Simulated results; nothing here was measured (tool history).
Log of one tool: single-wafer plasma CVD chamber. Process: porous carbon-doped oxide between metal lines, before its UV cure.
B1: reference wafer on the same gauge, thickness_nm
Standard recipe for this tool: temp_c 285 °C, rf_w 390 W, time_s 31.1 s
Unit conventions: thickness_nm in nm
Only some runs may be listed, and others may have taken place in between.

Run 1, hour 0.0: usual settings but temp_c 291 °C, rf_w 425 W; B1 148.946. Result: thickness_nm 153.413 nm.
Run 2, hour 70.5: usual settings but temp_c 291 °C, rf_w 425 W; B1 148.929. Result: thickness_nm 153.171 nm.
Run 3, hour 105.0: usual settings; B1 148.997. Result: thickness_nm 150.742 nm.
Run 4, hour 171.1: usual settings; B1 149.099. Result: thickness_nm 150.924 nm.
Run 5, hour 222.1: usual settings but temp_c 295 °C; B1 148.923. Result: thickness_nm 140.844 nm.
Run 6, hour 287.7: usual settings but temp_c 295 °C; B1 149.106. Result: thickness_nm 139.936 nm.
Run 7, hour 324.2: usual settings but temp_c 295 °C; B1 149.000. Result: thickness_nm 139.635 nm.
Run 8, hour 366.3: usual settings but rf_w 410 W; B1 148.887. Result: thickness_nm 154.136 nm.
Run 9, hour 410.9: usual settings but rf_w 410 W; B1 148.957. Result: thickness_nm 153.474 nm.
Run 10, hour 449.4: usual settings; B1 148.931. Result: thickness_nm 148.761 nm.
Run 11, hour 473.8: usual settings; B1 149.073. Result: thickness_nm 148.567 nm.
Run 12, hour 532.5: usual settings but temp_c 274 °C; B1 148.972. Result: thickness_nm 160.922 nm.
Run 13, hour 576.6: usual settings but temp_c 274 °C; B1 149.002. Result: thickness_nm 160.146 nm.
Run 14, hour 615.5: usual settings; B1 149.114. Result: thickness_nm 147.883 nm.
Run 15, hour 673.0: usual settings but temp_c 278 °C, rf_w 325 W, time_s 36.6 s; B1 148.897. Result: thickness_nm 164.785 nm.
At hour 849.5: showerhead replaced.
Run 16, hour 860.1: usual settings but temp_c 296 °C; B1 149.013. Result: thickness_nm 136.670 nm.
Run 17, hour 904.2: usual settings but temp_c 300 °C; B1 149.068. Result: thickness_nm 133.106 nm.
Run 18, hour 935.1: usual settings but temp_c 273 °C, time_s 35.2 s; B1 149.001. Result: thickness_nm 179.802 nm.
At hour 977.3: gauge calibrated.
Run 19, hour 990.6: usual settings; B1 149.030. Result: thickness_nm 146.178 nm.
At hour 999.9: RF generator calibrated.
Run 20, hour 1062.0: usual settings but temp_c 291 °C, rf_w 425 W; B1 148.896. Result: thickness_nm 150.908 nm.
Run 21, hour 1115.6: usual settings but temp_c 293 °C, rf_w 365 W; B1 149.016. Result: thickness_nm 136.487 nm.
Run 22, hour 1144.7: usual settings but temp_c 295 °C; B1 149.120. Result: thickness_nm 138.680 nm.
Run 23, hour 1171.4: usual settings but temp_c 291 °C; B1 148.927. Result: thickness_nm 143.130 nm.
At hour 1181.7: thermocouple changed; heater temperature recalibrated.
Run 24, hour 1217.8: usual settings but temp_c 277 °C, rf_w 455 W; B1 149.037. Result: thickness_nm 178.585 nm.
Run 25, hour 1247.3: usual settings but temp_c 295 °C, rf_w 460 W; B1 149.017. Result: thickness_nm 157.584 nm.
Run 26, hour 1309.2: usual settings but temp_c 294 °C; B1 148.964. Result: thickness_nm 144.950 nm.
Run 27, hour 1380.8: usual settings but temp_c 290 °C; B1 149.081. Result: thickness_nm 148.365 nm.
Run 28, hour 1448.1: usual settings but temp_c 271 °C, rf_w 445 W, time_s 28.2 s; B1 149.046. Result: thickness_nm 165.684 nm.
Run 29, hour 1496.8: usual settings but temp_c 291 °C, rf_w 425 W; B1 149.044. Result: thickness_nm 153.785 nm.

Consider 4 possible next runs. They are alternatives, not a sequence: every one starts from the tool as it was left by run 29. What does each give?
Run A, hour 1497.2: usual settings; B1 ?. Result: thickness_nm ?.
Run B, hour 1497.2: usual settings but time_s 28.9 s; B1 ?. Result: thickness_nm ?.
Run C, hour 1497.2: usual settings but temp_c 298 °C, time_s 28.3 s; B1 ?. Result: thickness_nm ?.
Run D, hour 1497.2: usual settings but temp_c 278 °C; B1 ?. Result: thickness_nm ?.

run       B1  thickness_nm
  A  148.947       153.633
  B  148.947       143.080
  C  148.947       128.338
  D  148.947       161.585
With no hidden state in the tool, these same runs would have given:
run  thickness_nm
  A       158.606
  B       147.711
  C       132.501
  D       166.810
